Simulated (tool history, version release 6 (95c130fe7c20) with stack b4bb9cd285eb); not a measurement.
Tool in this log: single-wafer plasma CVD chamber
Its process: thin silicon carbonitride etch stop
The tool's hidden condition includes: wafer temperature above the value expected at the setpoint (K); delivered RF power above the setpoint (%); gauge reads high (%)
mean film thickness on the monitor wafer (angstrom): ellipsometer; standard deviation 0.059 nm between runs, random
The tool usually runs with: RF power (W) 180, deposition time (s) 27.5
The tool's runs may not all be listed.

run    hour  RF power (W)  deposition time (s)  wafers since the last listed run  hours since the last thermocouple change  hours since the last RF generator calibration  hours since the showerhead was replaced  hours since the gauge calibration  read-back reference wafer on the same gauge, thickness_nm  mean film thickness on the monitor wafer (angstrom)
  1       0           195                 27.5                                 0                                    1918.3                                         1529.7                                   1405.5                              723.8                                                     14.283                                               163.27
  2    68.3           195                 27.5                              1283                                    1986.6                                           1598                                   1473.8                              792.1                                                     14.285                                               164.03
  3    99.8           195                 27.5                               592                                    2018.1                                         1629.5                                   1505.3                              823.6                                                     14.288                                               163.13
  4   165.9           180                 27.5                              1242                                    2084.2                                         1695.6                                   1571.4                              889.7                                                     14.308                                               159.73
  5   228.1           155                 27.5                              1169                                    2146.4                                         1757.8                                   1633.6                              951.9                                                     14.316                                               153.33
  6   255.2           155                 27.5                               509                                    2173.5                                         1784.9                                   1660.7                                979                                                     14.294                                               153.36
  7   307.1           205                 27.5                               975                                    2225.4                                         1836.8                                   1712.6                             1030.9                                                     14.309                                               166.47
  8   346.1           180                 27.5                               733                                    2264.4                                         1875.8                                   1751.6                             1069.9                                                     14.292                                               160.36
  9   401.5           180                 27.5                              1041                                    2319.8                                         1931.2                                     1807                             1125.3                                                     14.308                                                159.6
 10   463.5           180                 27.5                              1165                                    2381.8                                         1993.2                                     1869                             1187.3                                                       14.3                                                159.1
 11   509.3           180                 27.5                               860                                    2427.6                                           2039                                   1914.8                             1233.1                                                     14.304                                               159.11
 12   553.2           190                 24.5                               825                                    2471.5                                         2082.9                                   1958.7                               1277                                                     14.309                                               143.94
 13   668.8           190                 24.5                              2172                                    2587.1                                         2198.5                                   2074.3                             1392.6                                                     14.303                                               143.12
 14   699.3           190                 24.5                               573                                    2617.6                                           2229                                   2104.8                             1423.1                                                     14.305                                               143.64
 15   727.9           180                 27.5                               537                                    2646.2                                         2257.6                                   2133.4                             1451.7                                                     14.294                                               157.58
      754.1  -- RF generator calibrated
 16   761.1           180                 27.5                               473                                    2679.4                                              7                                   2166.6                             1484.9                                                     14.298                                               161.61
 17   830.4           190                 29.7                              1302                                    2748.7                                           76.3                                   2235.9                             1554.2                                                     14.313                                               178.28
      878.2  -- thermocouple changed; heater temperature recalibrated
 18   885.3           180                 27.5                               881                                       7.1                                          131.2                                   2290.8                             1609.1                                                      14.31                                               162.19
 19   943.9           150                 31.1                              1101                                      65.7                                          189.8                                   2349.4                             1667.7                                                     14.308                                               174.33
 20   984.9           165                 27.5                               770                                     106.7                                          230.8                                   2390.4                             1708.7                                                     14.307                                               159.33
 21  1014.6           180                 30.2                               558                                     136.4                                          260.5                                   2420.1                             1738.4                                                     14.296                                               178.32
     1069.7  -- gauge calibrated
 22  1083.5           180                 27.5                              1295                                     205.3                                          329.4                                     2489                               13.8                                                     14.297                                               163.27
 23  1147.2           145                 30.1                              1197                                       269                                          393.1                                   2552.7                               77.5                                                      14.29                                               167.34
     1234.6  -- showerhead replaced
 24  1356.9           180                 22.1                              3791                                     478.7                                          602.8                                    122.3                              287.2                                                     14.284                                               130.29
 25  1416.9           155                 23.1                              1127                                     538.7                                          662.8                                    182.3                              347.2                                                     14.306                                               131.04
 26  1466.9           180                 27.5                               939                                     588.7                                          712.8                                    232.3                              397.2                                                     14.321                                               162.14
 27  1499.6           180                 30.1                               614                                     621.4                                          745.5                                      265                              429.9                                                      14.29                                               178.67
 28  1540.4           165                   23                               766                                     662.2                                          786.3                                    305.8                              470.7                                                     14.294                                               131.49
 29  1572.9           190                 29.7                               610                                     694.7                                          818.8                                    338.3                              503.2                                                      14.29                                               177.46
 30    1640           180                 32.4                              1261                                     761.8                                          885.9                                    405.4                              570.3                                                     14.298                                               189.66
 31  1674.2           180                 22.4                               642                                       796                                          920.1                                    439.6                              604.5                                                     14.299                                               131.72
 32  1733.3           165                 22.5                              1110                                     855.1                                          979.2                                    498.7                              663.6                                                     14.293                                               128.69

Predict each of these 5 candidate next runs independently; none follows another, all start after run 32:
  A  1733.7           180                 22.6                                 7                                     855.5                                          979.6                                    499.1                                664                                                          ?                                                    ?
  B  1733.7           195                 31.2                                 7                                     855.5                                          979.6                                    499.1                                664                                                          ?                                                    ?
  C  1733.7           170                 30.5                                 7                                     855.5                                          979.6                                    499.1                                664                                                          ?                                                    ?
  D  1733.7           155                 29.6                                 7                                     855.5                                          979.6                                    499.1                                664                                                          ?                                                    ?
  E  1733.7           215                 32.1                                 7                                     855.5                                          979.6                                    499.1                                664                                                          ?                                                    ?

run  read-back reference wafer on the same gauge, thickness_nm  mean film thickness on the monitor wafer (angstrom)
  A                                                     14.308                                               133.02
  B                                                     14.308                                               187.92
  C                                                     14.308                                               176.59
  D                                                     14.308                                               166.91
  E                                                     14.308                                               198.88
Take away the tool's hidden state, keep each run's random variation, and the runs would have read:
run  mean film thickness on the monitor wafer (angstrom)
  A                                               133.93
  B                                               189.21
  C                                               177.81
  D                                               168.06
  E                                               200.24
